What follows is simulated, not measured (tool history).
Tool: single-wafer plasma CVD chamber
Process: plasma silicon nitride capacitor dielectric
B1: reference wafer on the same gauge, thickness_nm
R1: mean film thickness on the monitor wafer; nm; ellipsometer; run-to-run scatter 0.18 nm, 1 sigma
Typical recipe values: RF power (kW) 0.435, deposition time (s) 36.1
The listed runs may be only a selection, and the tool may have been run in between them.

{"run": 1, "hour": 0.0, "RF power (kW)": 0.435, "deposition time (s)": 36.1, "B1": 48.148, "R1": 51.799}
{"run": 2, "hour": 30.0, "RF power (kW)": 0.435, "deposition time (s)": 36.1, "B1": 48.064, "R1": 51.781}
{"run": 3, "hour": 57.7, "RF power (kW)": 0.435, "deposition time (s)": 36.1, "B1": 48.105, "R1": 51.429}
{"run": 4, "hour": 93.9, "RF power (kW)": 0.435, "deposition time (s)": 36.1, "B1": 48.124, "R1": 51.866}
{"run": 5, "hour": 149.6, "RF power (kW)": 0.435, "deposition time (s)": 36.1, "B1": 48.135, "R1": 51.724}
{"run": 6, "hour": 295.5, "RF power (kW)": 0.435, "deposition time (s)": 36.1, "B1": 48.162, "R1": 51.335}
{"run": 7, "hour": 443.5, "RF power (kW)": 0.435, "deposition time (s)": 36.1, "B1": 48.148, "R1": 51.757}
{"run": 8, "hour": 492.2, "RF power (kW)": 0.435, "deposition time (s)": 36.1, "B1": 48.114, "R1": 51.546}
{"run": 9, "hour": 532.4, "RF power (kW)": 0.435, "deposition time (s)": 36.1, "B1": 48.079, "R1": 51.324}
{"run": 10, "hour": 594.3, "RF power (kW)": 0.435, "deposition time (s)": 36.1, "B1": 48.043, "R1": 51.34}
{"run": 11, "hour": 651.0, "RF power (kW)": 0.435, "deposition time (s)": 36.1, "B1": 48.117, "R1": 51.531}
{"run": 12, "hour": 690.0, "RF power (kW)": 0.485, "deposition time (s)": 36.1, "B1": 48.098, "R1": 52.41}
{"run": 13, "hour": 815.8, "RF power (kW)": 0.485, "deposition time (s)": 36.1, "B1": 48.053, "R1": 52.369}
{"run": 14, "hour": 873.7, "RF power (kW)": 0.485, "deposition time (s)": 36.1, "B1": 48.134, "R1": 52.631}
{"run": 15, "hour": 944.4, "RF power (kW)": 0.39, "deposition time (s)": 36.1, "B1": 48.077, "R1": 50.24}
{"run": 16, "hour": 1002.5, "RF power (kW)": 0.39, "deposition time (s)": 36.1, "B1": 48.117, "R1": 50.341}
{"run": 17, "hour": 1057.5, "RF power (kW)": 0.39, "deposition time (s)": 36.1, "B1": 48.087, "R1": 50.196}
{"run": 18, "hour": 1104.3, "RF power (kW)": 0.365, "deposition time (s)": 36.1, "B1": 47.998, "R1": 49.859}
{"run": 19, "hour": 1128.4, "RF power (kW)": 0.385, "deposition time (s)": 34, "B1": 48.085, "R1": 47.085}
{"run": 20, "hour": 1172.2, "RF power (kW)": 0.365, "deposition time (s)": 32.8, "B1": 48.096, "R1": 45.231}
{"run": 21, "hour": 1218.6, "RF power (kW)": 0.39, "deposition time (s)": 36.1, "B1": 48.075, "R1": 50.343}
{"run": 22, "hour": 1246.0, "RF power (kW)": 0.435, "deposition time (s)": 36.1, "B1": 48.036, "R1": 51.253}
{"run": 23, "hour": 1304.9, "RF power (kW)": 0.435, "deposition time (s)": 29.6, "B1": 48.172, "R1": 42.053}
{"hour": 1343.9, "done": "RF generator calibrated"}
{"run": 24, "hour": 1353.1, "RF power (kW)": 0.435, "deposition time (s)": 36.1, "B1": 48.134, "R1": 52.724}

Predict the results of run 25:
{"hour": 1355.7, "done": "gauge calibrated"}
{"run": 25, "hour": 1395.3, "RF power (kW)": 0.385, "deposition time (s)": 42.3, "B1": "?", "R1": "?"}

{"run 25": {"B1": 48.125, "R1": 59.585}}
Were there no unlogged condition in the tool, this run, its random variation unchanged, would have produced R1 59.697 nm.

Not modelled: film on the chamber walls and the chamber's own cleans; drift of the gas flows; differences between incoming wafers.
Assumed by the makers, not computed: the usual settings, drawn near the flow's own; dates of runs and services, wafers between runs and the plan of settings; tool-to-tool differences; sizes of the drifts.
